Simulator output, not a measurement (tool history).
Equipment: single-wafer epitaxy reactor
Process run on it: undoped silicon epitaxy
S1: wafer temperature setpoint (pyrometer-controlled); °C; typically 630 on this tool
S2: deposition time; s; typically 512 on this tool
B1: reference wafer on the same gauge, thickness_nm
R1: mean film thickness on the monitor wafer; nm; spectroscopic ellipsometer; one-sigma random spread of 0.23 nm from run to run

run     day   S1   S2      B1      R1
  1   0.000  630  512  70.424  67.014
  2   0.254  630  512  70.348  66.701
  3   0.825  630  512  70.311  66.671
  4   1.996  630  512  70.436  66.946
  5   2.625  630  512  70.403  66.687
  6   3.033  630  512  70.396  66.880
  7   3.521  630  512  70.385  66.459
  8   3.879  630  512  70.378  66.654
      3.979  -- gauge calibrated
      4.246  -- pyrometer calibrated
  9   4.575  630  512  70.368  58.248
 10   5.292  630  512  70.372  59.135
 11   5.950  620  512  70.308  45.586
 12   6.558  637  512  70.452  69.671
 13   7.154  643  512  70.363  80.590
 14   7.904  630  512  70.348  58.477
 15   8.483  643  512  70.387  80.368
 16   8.996  621  512  70.450  47.146
 17   9.604  630  512  70.399  58.941
 18   9.962  619  581  70.350  51.229
 19  10.662  640  591  70.386  87.406
 20  10.996  625  589  70.336  60.435
 21  11.633  630  512  70.403  59.430
 22  12.067  635  441  70.387  57.626

4 ways to go on from here, each from the tool as it stands after run 22. What would each give?
  A  12.088  630  412   ?   ?
  B  12.088  616  512   ?   ?
  C  12.088  634  512   ?   ?
  D  12.088  630  441   ?   ?

run      B1      R1
  A  70.434  47.548
  B  70.434  41.499
  C  70.434  65.224
  D  70.434  50.895
The same runs, with their run-to-run variation unchanged, on a tool lacking any hidden condition would have given:
run      R1
  A  47.434
  B  41.397
  C  65.069
  D  50.773
